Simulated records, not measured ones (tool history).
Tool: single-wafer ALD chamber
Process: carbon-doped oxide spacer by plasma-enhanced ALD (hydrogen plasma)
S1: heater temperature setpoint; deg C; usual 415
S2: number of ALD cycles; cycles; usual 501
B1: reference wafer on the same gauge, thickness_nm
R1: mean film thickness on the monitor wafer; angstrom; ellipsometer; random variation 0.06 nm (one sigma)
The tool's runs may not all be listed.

run	hour	S1	S2	B1	R1
1	0.0	415	501	20.897	239.90
2	10.6	415	501	20.888	240.69
3	63.7	415	501	20.886	240.99
4	74.2	415	501	20.890	239.29
# hour 97.9: thermocouple changed; heater temperature recalibrated
5	119.4	415	501	20.893	241.17
6	136.8	415	426	20.903	205.01
7	153.0	415	426	20.902	204.63
8	159.2	415	426	20.909	204.23
9	172.3	415	501	20.905	239.98
# hour 179.9: gauge calibrated
10	190.0	401	413	20.900	206.57
11	201.9	415	426	20.896	204.34
12	218.5	415	429	20.894	205.61
13	231.6	415	564	20.890	271.99
14	239.9	422	501	20.888	235.99
15	252.5	401	413	20.895	206.70
16	260.3	427	501	20.888	233.17
17	270.5	427	501	20.890	233.37
18	277.3	415	572	20.905	273.27

Forecast each of these 4 alternatives for the next run:
A	278.5	415	433	?	?
B	278.5	406	401	?	?
C	278.5	421	466	?	?
D	278.5	401	439	?	?

run	B1	R1
A	20.899	208.38
B	20.899	197.78
C	20.899	220.54
D	20.899	219.45
Without the tool's hidden state the same runs would have given:
run	R1
A	208.38
B	197.78
C	220.54
D	219.45
